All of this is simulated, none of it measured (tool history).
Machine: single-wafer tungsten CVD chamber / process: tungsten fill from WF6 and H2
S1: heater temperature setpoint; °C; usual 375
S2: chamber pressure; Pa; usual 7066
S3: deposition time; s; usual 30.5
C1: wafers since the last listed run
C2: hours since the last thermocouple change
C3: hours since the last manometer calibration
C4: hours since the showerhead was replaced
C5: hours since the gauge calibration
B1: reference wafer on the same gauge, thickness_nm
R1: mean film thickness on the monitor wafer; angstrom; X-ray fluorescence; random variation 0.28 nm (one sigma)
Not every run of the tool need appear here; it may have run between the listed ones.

run,hour,S1,S2,S3,C1,C2,C3,C4,C5,B1,R1
1,0,379,7066,30.5,0,771.8,1608.6,7383.1,68.2,76.572,707.15
2,10,379,7066,30.5,204,781.8,1618.6,7393.1,78.2,76.617,706.47
3,19.5,379,7066,30.5,194,791.3,1628.1,7402.6,87.7,76.61,703.49
4,31.7,375,7066,33.3,249,803.5,1640.3,7414.8,99.9,76.558,720.22
5,40.6,375,7973,30.5,181,812.4,1649.2,7423.7,108.8,76.438,680.79
6,52.5,375,7973,30.5,243,824.3,1661.1,7435.6,120.7,76.646,681.2
7,63.6,375,7973,30.5,226,835.4,1672.2,7446.7,131.8,76.536,684.55
8,71,363,7066,30.5,151,842.8,1679.6,7454.1,139.2,76.569,527.34
# hour 79.5: thermocouple changed; heater temperature recalibrated
9,86.4,363,7066,30.5,151,6.9,1695,7469.5,154.6,76.688,525.84
10,97.3,375,7066,30.5,222,17.8,1705.9,7480.4,165.5,76.71,653.68

Forecast run 11:
11,111.3,388,5800,30.5,286,31.8,1719.9,7494.4,179.5,?,?

B1: 76.684
R1: 781.63 angstrom
The same run, on a tool lacking any hidden state, would have yielded R1 781.63 angstrom.
